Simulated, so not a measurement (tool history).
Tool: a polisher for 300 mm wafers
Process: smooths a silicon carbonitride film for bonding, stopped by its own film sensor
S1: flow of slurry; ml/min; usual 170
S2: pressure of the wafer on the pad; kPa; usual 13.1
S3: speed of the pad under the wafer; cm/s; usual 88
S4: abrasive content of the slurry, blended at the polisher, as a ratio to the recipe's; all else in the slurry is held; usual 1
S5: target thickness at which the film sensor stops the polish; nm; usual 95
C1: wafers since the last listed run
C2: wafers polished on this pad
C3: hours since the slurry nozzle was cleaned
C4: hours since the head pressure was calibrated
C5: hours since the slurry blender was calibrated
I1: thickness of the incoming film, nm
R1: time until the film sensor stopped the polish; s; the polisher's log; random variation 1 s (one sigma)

{"run": 1, "hour": 0.0, "S1": 170, "S2": 13.1, "S3": 88, "S4": 1, "S5": 95, "C1": 0, "C2": 2592, "C3": 656.5, "C4": 381.1, "C5": 192.8, "I1": 110.2, "R1": 77.2}
{"hour": 14.0, "done": "worn pad replaced by a new one"}
{"run": 2, "hour": 15.9, "S1": 170, "S2": 13.1, "S3": 88, "S4": 1, "S5": 95, "C1": 158, "C2": 25, "C3": 672.4, "C4": 397, "C5": 208.7, "I1": 110.5, "R1": 80.1}
{"run": 3, "hour": 39.8, "S1": 195, "S2": 13.1, "S3": 88, "S4": 1, "S5": 95, "C1": 318, "C2": 344, "C3": 696.3, "C4": 420.9, "C5": 232.6, "I1": 111.1, "R1": 82.4}
{"run": 4, "hour": 51.8, "S1": 170, "S2": 13.1, "S3": 72, "S4": 1, "S5": 98, "C1": 159, "C2": 504, "C3": 708.3, "C4": 432.9, "C5": 244.6, "I1": 109.5, "R1": 67.5}
{"run": 5, "hour": 66.3, "S1": 170, "S2": 13.1, "S3": 72, "S4": 1, "S5": 98, "C1": 193, "C2": 697, "C3": 722.8, "C4": 447.4, "C5": 259.1, "I1": 110.4, "R1": 74.6}
{"hour": 92.9, "done": "slurry nozzle cleaned"}
{"run": 6, "hour": 100.6, "S1": 170, "S2": 13.1, "S3": 80, "S4": 1, "S5": 97, "C1": 443, "C2": 1141, "C3": 7.7, "C4": 481.7, "C5": 293.4, "I1": 109.7, "R1": 70.8}
{"run": 7, "hour": 132.7, "S1": 170, "S2": 13.1, "S3": 80, "S4": 1, "S5": 97, "C1": 427, "C2": 1569, "C3": 39.8, "C4": 513.8, "C5": 325.5, "I1": 109.4, "R1": 69}
{"hour": 143.5, "done": "slurry blender recalibrated"}
{"run": 8, "hour": 147.1, "S1": 170, "S2": 13.1, "S3": 88, "S4": 1, "S5": 95, "C1": 165, "C2": 1734, "C3": 54.2, "C4": 528.2, "C5": 3.6, "I1": 109.9, "R1": 70.6}
{"run": 9, "hour": 226.7, "S1": 155, "S2": 13.1, "S3": 88, "S4": 1, "S5": 97, "C1": 1060, "C2": 2795, "C3": 133.8, "C4": 607.8, "C5": 83.2, "I1": 111.7, "R1": 75.6}
{"run": 10, "hour": 252.1, "S1": 170, "S2": 13.1, "S3": 70, "S4": 1, "S5": 95, "C1": 338, "C2": 3133, "C3": 159.2, "C4": 633.2, "C5": 108.6, "I1": 110.4, "R1": 91.7}
{"hour": 268.1, "done": "worn pad replaced by a new one"}
{"run": 11, "hour": 286.0, "S1": 225, "S2": 13.1, "S3": 100, "S4": 1, "S5": 95, "C1": 398, "C2": 238, "C3": 193.1, "C4": 667.1, "C5": 142.5, "I1": 109.5, "R1": 66.6}
{"run": 12, "hour": 305.5, "S1": 170, "S2": 13.1, "S3": 70, "S4": 1, "S5": 95, "C1": 259, "C2": 498, "C3": 212.6, "C4": 686.6, "C5": 162, "I1": 110, "R1": 93}
{"run": 13, "hour": 330.0, "S1": 195, "S2": 9.7, "S3": 88, "S4": 1.15, "S5": 95, "C1": 326, "C2": 824, "C3": 237.1, "C4": 711.1, "C5": 186.5, "I1": 110.7, "R1": 95.9}
{"run": 14, "hour": 426.8, "S1": 150, "S2": 14.5, "S3": 88, "S4": 1.1, "S5": 95, "C1": 1290, "C2": 2114, "C3": 333.9, "C4": 807.9, "C5": 283.3, "I1": 108.3, "R1": 66}
{"run": 15, "hour": 443.4, "S1": 170, "S2": 13.1, "S3": 88, "S4": 1, "S5": 95, "C1": 221, "C2": 2336, "C3": 350.5, "C4": 824.5, "C5": 299.9, "I1": 109.8, "R1": 81}
{"run": 16, "hour": 468.3, "S1": 170, "S2": 13.1, "S3": 76, "S4": 1, "S5": 95, "C1": 331, "C2": 2667, "C3": 375.4, "C4": 849.4, "C5": 324.8, "I1": 110.1, "R1": 92.4}
{"hour": 487.9, "done": "worn pad replaced by a new one"}
{"run": 17, "hour": 488.4, "S1": 170, "S2": 17.9, "S3": 106, "S4": 1.15, "S5": 90, "C1": 214, "C2": 6, "C3": 395.5, "C4": 869.5, "C5": 344.9, "I1": 110.1, "R1": 73.5}
{"run": 18, "hour": 521.4, "S1": 140, "S2": 13.1, "S3": 88, "S4": 1, "S5": 95, "C1": 439, "C2": 446, "C3": 428.5, "C4": 902.5, "C5": 377.9, "I1": 109.7, "R1": 86.4}
{"run": 19, "hour": 539.4, "S1": 170, "S2": 13.1, "S3": 106, "S4": 1, "S5": 95, "C1": 239, "C2": 686, "C3": 446.5, "C4": 920.5, "C5": 395.9, "I1": 110.5, "R1": 73.7}
{"run": 20, "hour": 558.6, "S1": 215, "S2": 13.1, "S3": 76, "S4": 1, "S5": 95, "C1": 255, "C2": 942, "C3": 465.7, "C4": 939.7, "C5": 415.1, "I1": 109.1, "R1": 85.9}
{"hour": 577.3, "done": "slurry blender recalibrated"}
{"hour": 590.3, "done": "head pressure recalibrated"}
{"run": 21, "hour": 594.1, "S1": 115, "S2": 15.2, "S3": 88, "S4": 1, "S5": 95, "C1": 419, "C2": 1362, "C3": 501.2, "C4": 3.8, "C5": 16.8, "I1": 107.8, "R1": 55.7}
{"run": 22, "hour": 626.6, "S1": 170, "S2": 13.1, "S3": 88, "S4": 1, "S5": 95, "C1": 433, "C2": 1795, "C3": 533.7, "C4": 36.3, "C5": 49.3, "I1": 111.1, "R1": 77.6}
{"run": 23, "hour": 642.8, "S1": 220, "S2": 17.2, "S3": 110, "S4": 1, "S5": 95, "C1": 215, "C2": 2011, "C3": 549.9, "C4": 52.5, "C5": 65.5, "I1": 109.3, "R1": 45.8}
{"run": 24, "hour": 673.8, "S1": 170, "S2": 13.1, "S3": 88, "S4": 1, "S5": 100, "C1": 413, "C2": 2424, "C3": 580.9, "C4": 83.5, "C5": 96.5, "I1": 111.3, "R1": 54.6}
{"hour": 707.9, "done": "worn pad replaced by a new one"}
{"run": 25, "hour": 709.5, "S1": 170, "S2": 13.1, "S3": 88, "S4": 1, "S5": 95, "C1": 422, "C2": 21, "C3": 616.6, "C4": 119.2, "C5": 132.2, "I1": 110.6, "R1": 77.1}
{"run": 26, "hour": 729.2, "S1": 195, "S2": 13.1, "S3": 100, "S4": 1, "S5": 95, "C1": 262, "C2": 283, "C3": 636.3, "C4": 138.9, "C5": 151.9, "I1": 108.8, "R1": 62.6}
{"run": 27, "hour": 741.4, "S1": 170, "S2": 13.1, "S3": 88, "S4": 1, "S5": 95, "C1": 162, "C2": 446, "C3": 648.5, "C4": 151.1, "C5": 164.1, "I1": 111.3, "R1": 85.2}
{"run": 28, "hour": 772.6, "S1": 150, "S2": 15.9, "S3": 88, "S4": 1.1, "S5": 95, "C1": 415, "C2": 862, "C3": 679.7, "C4": 182.3, "C5": 195.3, "I1": 109, "R1": 58.8}
{"run": 29, "hour": 839.1, "S1": 170, "S2": 13.1, "S3": 88, "S4": 1.25, "S5": 99, "C1": 886, "C2": 1748, "C3": 746.2, "C4": 248.8, "C5": 261.8, "I1": 109, "R1": 46}
{"run": 30, "hour": 870.3, "S1": 170, "S2": 16.5, "S3": 88, "S4": 1, "S5": 95, "C1": 415, "C2": 2164, "C3": 777.4, "C4": 280, "C5": 293, "I1": 111.2, "R1": 71.6}

How the hidden state differs across the entries between the runs, from the last listed run before each to the first after it:
Between runs 1 and 2: worn pad replaced by a new one (hour 14)
  abrasive missing from the slurry, %: 26.2 -> 27.1
  measured less the result without the state, R1: +8.7 -> +9.4 s
Between runs 5 and 6: slurry nozzle cleaned (hour 92.9)
  abrasive missing from the slurry, %: 29.3 -> 30.3
  measured less the result without the state, R1: +9.6 -> +9.4 s
Between runs 7 and 8: slurry blender recalibrated (hour 143.5)
  abrasive missing from the slurry, %: 31.1 -> 10
  measured less the result without the state, R1: +9.4 -> +2.8 s
Between runs 10 and 11: worn pad replaced by a new one (hour 268.1)
  abrasive missing from the slurry, %: 28.2 -> 31.6
  measured less the result without the state, R1: +11.3 -> +9.3 s
Between runs 16 and 17: worn pad replaced by a new one (hour 487.9)
  abrasive missing from the slurry, %: 40 -> 40.4
  measured less the result without the state, R1: +17.2 -> +13.1 s
Between runs 20 and 21: slurry blender recalibrated (hour 577.3); head pressure recalibrated (hour 590.3)
  abrasive missing from the slurry, %: 41.4 -> 4.96
  measured less the result without the state, R1: +16.6 -> +1.1 s
Between runs 24 and 25: worn pad replaced by a new one (hour 707.9)
  abrasive missing from the slurry, %: 18.6 -> 22.4
  measured less the result without the state, R1: +4.2 -> +7.3 s

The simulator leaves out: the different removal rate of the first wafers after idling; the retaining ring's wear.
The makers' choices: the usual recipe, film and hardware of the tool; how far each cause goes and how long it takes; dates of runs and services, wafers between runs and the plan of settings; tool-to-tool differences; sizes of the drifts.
